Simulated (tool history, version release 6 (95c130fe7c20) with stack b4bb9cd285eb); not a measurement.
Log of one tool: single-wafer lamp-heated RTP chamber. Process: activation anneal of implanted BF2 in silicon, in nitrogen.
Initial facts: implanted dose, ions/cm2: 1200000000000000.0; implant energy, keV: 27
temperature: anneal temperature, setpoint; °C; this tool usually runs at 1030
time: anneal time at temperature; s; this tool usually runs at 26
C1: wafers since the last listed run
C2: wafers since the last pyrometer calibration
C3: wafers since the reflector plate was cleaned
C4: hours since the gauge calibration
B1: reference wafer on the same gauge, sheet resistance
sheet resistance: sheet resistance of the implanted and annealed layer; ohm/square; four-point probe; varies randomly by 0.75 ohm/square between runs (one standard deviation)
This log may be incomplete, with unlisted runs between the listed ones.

{"run": 1, "hour": 0.0, "temperature": 1030, "time": 26, "C1": 0, "C2": 776, "C3": 5464, "C4": 189.4, "B1": 154.93, "sheet resistance": 133.06}
{"run": 2, "hour": 8.5, "temperature": 1030, "time": 26, "C1": 125, "C2": 901, "C3": 5589, "C4": 197.9, "B1": 155.05, "sheet resistance": 133.59}
{"run": 3, "hour": 15.5, "temperature": 1030, "time": 26, "C1": 103, "C2": 1004, "C3": 5692, "C4": 204.9, "B1": 155.04, "sheet resistance": 134.7}
{"run": 4, "hour": 39.9, "temperature": 1030, "time": 26, "C1": 359, "C2": 1364, "C3": 6052, "C4": 229.3, "B1": 155.06, "sheet resistance": 133.09}
{"run": 5, "hour": 54.9, "temperature": 1030, "time": 26, "C1": 221, "C2": 1585, "C3": 6273, "C4": 244.3, "B1": 155.02, "sheet resistance": 133.33}
{"run": 6, "hour": 61.7, "temperature": 1030, "time": 26, "C1": 100, "C2": 1685, "C3": 6373, "C4": 251.1, "B1": 154.89, "sheet resistance": 133.38}
{"run": 7, "hour": 76.1, "temperature": 1030, "time": 26, "C1": 212, "C2": 1897, "C3": 6585, "C4": 265.5, "B1": 154.85, "sheet resistance": 132.9}
{"run": 8, "hour": 91.5, "temperature": 1030, "time": 26, "C1": 226, "C2": 2124, "C3": 6812, "C4": 280.9, "B1": 155.22, "sheet resistance": 133.01}
{"run": 9, "hour": 100.1, "temperature": 1030, "time": 26, "C1": 126, "C2": 2251, "C3": 6939, "C4": 289.5, "B1": 155.03, "sheet resistance": 132.27}
{"run": 10, "hour": 117.4, "temperature": 1030, "time": 26, "C1": 254, "C2": 2505, "C3": 7194, "C4": 306.8, "B1": 154.84, "sheet resistance": 132.41}
{"run": 11, "hour": 124.1, "temperature": 1030, "time": 26, "C1": 98, "C2": 2604, "C3": 7293, "C4": 313.5, "B1": 154.91, "sheet resistance": 133.24}
{"hour": 175.6, "done": "reflector plate cleaned"}
{"run": 12, "hour": 176.1, "temperature": 1030, "time": 34, "C1": 648, "C2": 3252, "C3": 6, "C4": 365.5, "B1": 154.95, "sheet resistance": 128.82}
{"run": 13, "hour": 186.2, "temperature": 1030, "time": 34, "C1": 148, "C2": 3401, "C3": 155, "C4": 375.6, "B1": 154.94, "sheet resistance": 126.51}
{"run": 14, "hour": 199.9, "temperature": 1022, "time": 16, "C1": 201, "C2": 3603, "C3": 357, "C4": 389.3, "B1": 155.05, "sheet resistance": 144.47}
{"run": 15, "hour": 213.7, "temperature": 1022, "time": 16, "C1": 203, "C2": 3806, "C3": 560, "C4": 403.1, "B1": 155.1, "sheet resistance": 144.36}
{"run": 16, "hour": 222.5, "temperature": 1022, "time": 16, "C1": 129, "C2": 3936, "C3": 690, "C4": 411.9, "B1": 155.04, "sheet resistance": 143.91}
{"run": 17, "hour": 234.0, "temperature": 1058, "time": 30, "C1": 169, "C2": 4106, "C3": 859, "C4": 423.4, "B1": 155.11, "sheet resistance": 115.69}
{"hour": 265.4, "done": "pyrometer window cleaned and pyrometer calibrated"}
{"run": 18, "hour": 271.1, "temperature": 1052, "time": 39, "C1": 428, "C2": 84, "C3": 1288, "C4": 460.5, "B1": 155.14, "sheet resistance": 117.03}
{"run": 19, "hour": 279.3, "temperature": 1030, "time": 26, "C1": 120, "C2": 205, "C3": 1409, "C4": 468.7, "B1": 155.25, "sheet resistance": 135.19}
{"run": 20, "hour": 291.5, "temperature": 1049, "time": 21, "C1": 179, "C2": 384, "C3": 1589, "C4": 480.9, "B1": 155.14, "sheet resistance": 127.37}
{"run": 21, "hour": 307.3, "temperature": 1030, "time": 26, "C1": 232, "C2": 617, "C3": 1821, "C4": 496.7, "B1": 155.06, "sheet resistance": 133.1}
{"run": 22, "hour": 318.3, "temperature": 1030, "time": 26, "C1": 162, "C2": 779, "C3": 1983, "C4": 507.7, "B1": 154.87, "sheet resistance": 134.75}
{"run": 23, "hour": 328.9, "temperature": 1030, "time": 26, "C1": 156, "C2": 935, "C3": 2140, "C4": 518.3, "B1": 154.98, "sheet resistance": 133.56}
{"run": 24, "hour": 342.8, "temperature": 1030, "time": 37, "C1": 204, "C2": 1140, "C3": 2344, "C4": 532.2, "B1": 155.12, "sheet resistance": 128.37}
{"run": 25, "hour": 358.3, "temperature": 1007, "time": 10, "C1": 228, "C2": 1369, "C3": 2573, "C4": 547.7, "B1": 154.98, "sheet resistance": 167.26}
{"hour": 373.8, "done": "gauge calibrated"}
{"run": 26, "hour": 374.3, "temperature": 1030, "time": 18, "C1": 235, "C2": 1604, "C3": 2809, "C4": 0.5, "B1": 154.97, "sheet resistance": 137.96}
{"run": 27, "hour": 381.0, "temperature": 1049, "time": 33, "C1": 98, "C2": 1703, "C3": 2907, "C4": 7.2, "B1": 155.06, "sheet resistance": 119.24}
{"run": 28, "hour": 426.1, "temperature": 1009, "time": 32, "C1": 664, "C2": 2368, "C3": 3572, "C4": 52.3, "B1": 155.01, "sheet resistance": 143.08}
{"run": 29, "hour": 438.1, "temperature": 1007, "time": 10, "C1": 176, "C2": 2544, "C3": 3749, "C4": 64.3, "B1": 154.96, "sheet resistance": 165.76}
{"run": 30, "hour": 455.4, "temperature": 1018, "time": 19, "C1": 254, "C2": 2799, "C3": 4004, "C4": 81.6, "B1": 155.09, "sheet resistance": 143.99}
{"run": 31, "hour": 461.8, "temperature": 1057, "time": 32, "C1": 94, "C2": 2894, "C3": 4098, "C4": 88.0, "B1": 155.03, "sheet resistance": 114.06}
{"run": 32, "hour": 468.8, "temperature": 1058, "time": 26, "C1": 103, "C2": 2997, "C3": 4201, "C4": 95.0, "B1": 154.93, "sheet resistance": 117.87}
{"run": 33, "hour": 484.0, "temperature": 1049, "time": 32, "C1": 223, "C2": 3221, "C3": 4425, "C4": 110.2, "B1": 155.04, "sheet resistance": 118.4}

Consider 4 possible next runs. They are alternatives, not a sequence: every one starts from the tool as it was left by run 33. What does each give?
{"run": "A", "hour": 484.4, "temperature": 1050, "time": 26, "C1": 5, "C2": 3227, "C3": 4431, "C4": 110.6, "B1": "?", "sheet resistance": "?"}
{"run": "B", "hour": 484.4, "temperature": 1040, "time": 20, "C1": 5, "C2": 3227, "C3": 4431, "C4": 110.6, "B1": "?", "sheet resistance": "?"}
{"run": "C", "hour": 484.4, "temperature": 1052, "time": 19, "C1": 5, "C2": 3227, "C3": 4431, "C4": 110.6, "B1": "?", "sheet resistance": "?"}
{"run": "D", "hour": 484.4, "temperature": 1052, "time": 32, "C1": 5, "C2": 3227, "C3": 4431, "C4": 110.6, "B1": "?", "sheet resistance": "?"}

run=A B1=155.02 sheet_resistance=121.02
run=B B1=155.02 sheet_resistance=130.03
run=C B1=155.02 sheet_resistance=124.46
run=D B1=155.02 sheet_resistance=117.25
With no hidden state in the tool, these same runs would have given:
run=A sheet_resistance=123.95
run=B sheet_resistance=133.33
run=C sheet_resistance=127.59
run=D sheet_resistance=119.92
